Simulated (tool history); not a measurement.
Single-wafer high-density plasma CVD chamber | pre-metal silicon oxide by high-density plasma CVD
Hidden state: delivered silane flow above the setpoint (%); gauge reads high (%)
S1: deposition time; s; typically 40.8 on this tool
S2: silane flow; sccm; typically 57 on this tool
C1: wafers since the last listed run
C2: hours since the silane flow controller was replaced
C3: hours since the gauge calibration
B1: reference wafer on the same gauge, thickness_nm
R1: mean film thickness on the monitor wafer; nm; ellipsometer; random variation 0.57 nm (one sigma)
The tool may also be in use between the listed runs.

Run 1, hour 0: usual settings but S2 63 sccm; C1 0; C2 4210.2; C3 1433.2; B1 212.95. Result: R1 270.387 nm.
Run 2, hour 106.9: usual settings but S2 63 sccm; C1 3144; C2 4317.1; C3 1540.1; B1 212.896. Result: R1 271.213 nm.
Run 3, hour 181.7: usual settings but S2 63 sccm; C1 2200; C2 4391.9; C3 1614.9; B1 213.117. Result: R1 271.203 nm.
Run 4, hour 264.6: usual settings but S2 49 sccm; C1 2438; C2 4474.8; C3 1697.8; B1 213.067. Result: R1 211.021 nm.
Run 5, hour 352.8: usual settings but S2 49 sccm; C1 2594; C2 4563; C3 1786; B1 212.988. Result: R1 210.41 nm.
Run 6, hour 395.2: usual settings; C1 1247; C2 4605.4; C3 1828.4; B1 212.936. Result: R1 246.381 nm.
Run 7, hour 482.3: usual settings; C1 2561; C2 4692.5; C3 1915.5; B1 213.091. Result: R1 246.45 nm.
Run 8, hour 576: usual settings; C1 2756; C2 4786.2; C3 2009.2; B1 213.035. Result: R1 246.43 nm.
Run 9, hour 664.4: usual settings but S2 54 sccm; C1 2600; C2 4874.6; C3 2097.6; B1 213.025. Result: R1 233.084 nm.
At hour 722.9: silane flow controller replaced.
Run 10, hour 757.8: usual settings but S1 46.2 s; C1 2511; C2 34.9; C3 2191; B1 213.022. Result: R1 269.812 nm.
Run 11, hour 845.3: usual settings but S2 52 sccm; C1 2573; C2 122.4; C3 2278.5; B1 212.914. Result: R1 217.891 nm.
Run 12, hour 941.7: usual settings but S2 52 sccm; C1 2835; C2 218.8; C3 2374.9; B1 213.028. Result: R1 219.057 nm.
Run 13, hour 1012.5: usual settings; C1 2082; C2 289.6; C3 2445.7; B1 212.99. Result: R1 239.628 nm.
Run 14, hour 1051: usual settings but S2 63 sccm; C1 1132; C2 328.1; C3 2484.2; B1 212.973. Result: R1 263.8 nm.
At hour 1247.5: gauge calibrated.
Run 15, hour 1318.4: usual settings but S1 46.7 s, S2 68 sccm; C1 7865; C2 595.5; C3 70.9; B1 212.934. Result: R1 325.966 nm.
Run 16, hour 1415: usual settings but S1 48.9 s, S2 64 sccm; C1 2841; C2 692.1; C3 167.5; B1 212.856. Result: R1 323.118 nm.
Run 17, hour 1514.5: usual settings but S2 46 sccm; C1 2926; C2 791.6; C3 267; B1 213.029. Result: R1 193.202 nm.
Run 18, hour 1605.1: usual settings but S1 33.4 s, S2 52 sccm; C1 2664; C2 882.2; C3 357.6; B1 213.027. Result: R1 178.47 nm.
Run 19, hour 1657.6: usual settings but S2 67 sccm; C1 1544; C2 934.7; C3 410.1; B1 213.001. Result: R1 281.35 nm.
Run 20, hour 1716.8: usual settings but S1 36.2 s; C1 1741; C2 993.9; C3 469.3; B1 213.086. Result: R1 211.988 nm.
Run 21, hour 1765.2: usual settings; C1 1423; C2 1042.3; C3 517.7; B1 213.156. Result: R1 239.794 nm.
Run 22, hour 1804.9: usual settings but S1 45 s, S2 46 sccm; C1 1167; C2 1082; C3 557.4; B1 212.955. Result: R1 213.502 nm.
Run 23, hour 1878.8: usual settings but S1 33.8 s, S2 47 sccm; C1 2173; C2 1155.9; C3 631.3; B1 212.951. Result: R1 164.12 nm.
Run 24, hour 2174.1: usual settings but S1 37.4 s; C1 8686; C2 1451.2; C3 926.6; B1 213.108. Result: R1 219.448 nm.
Run 25, hour 2261.7: usual settings but S2 68 sccm; C1 2576; C2 1538.8; C3 1014.2; B1 212.993. Result: R1 285.567 nm.
Run 26, hour 2368.1: usual settings but S1 48.9 s, S2 64 sccm; C1 3129; C2 1645.2; C3 1120.6; B1 212.854. Result: R1 322.025 nm.

Exercise: give the hidden state of the tool at every run:
gauge reads high (%): 0 across all the runs
H1: delivered silane flow above the setpoint (%)
run        H1
  1      2.22
  2      2.33
  3      2.42
  4      2.51
  5      2.61
  6      2.66
  7      2.76
  8      2.88
  9      2.98
 10   -0.0194
 11   -0.0176
 12   -0.0134
 13  -0.00884
 14  -0.00581
 15    0.0256
 16    0.0415
 17    0.0602
 18    0.0795
 19    0.0917
 20     0.106
 21     0.119
 22     0.129
 23     0.151
 24     0.249
 25     0.282
 26     0.325
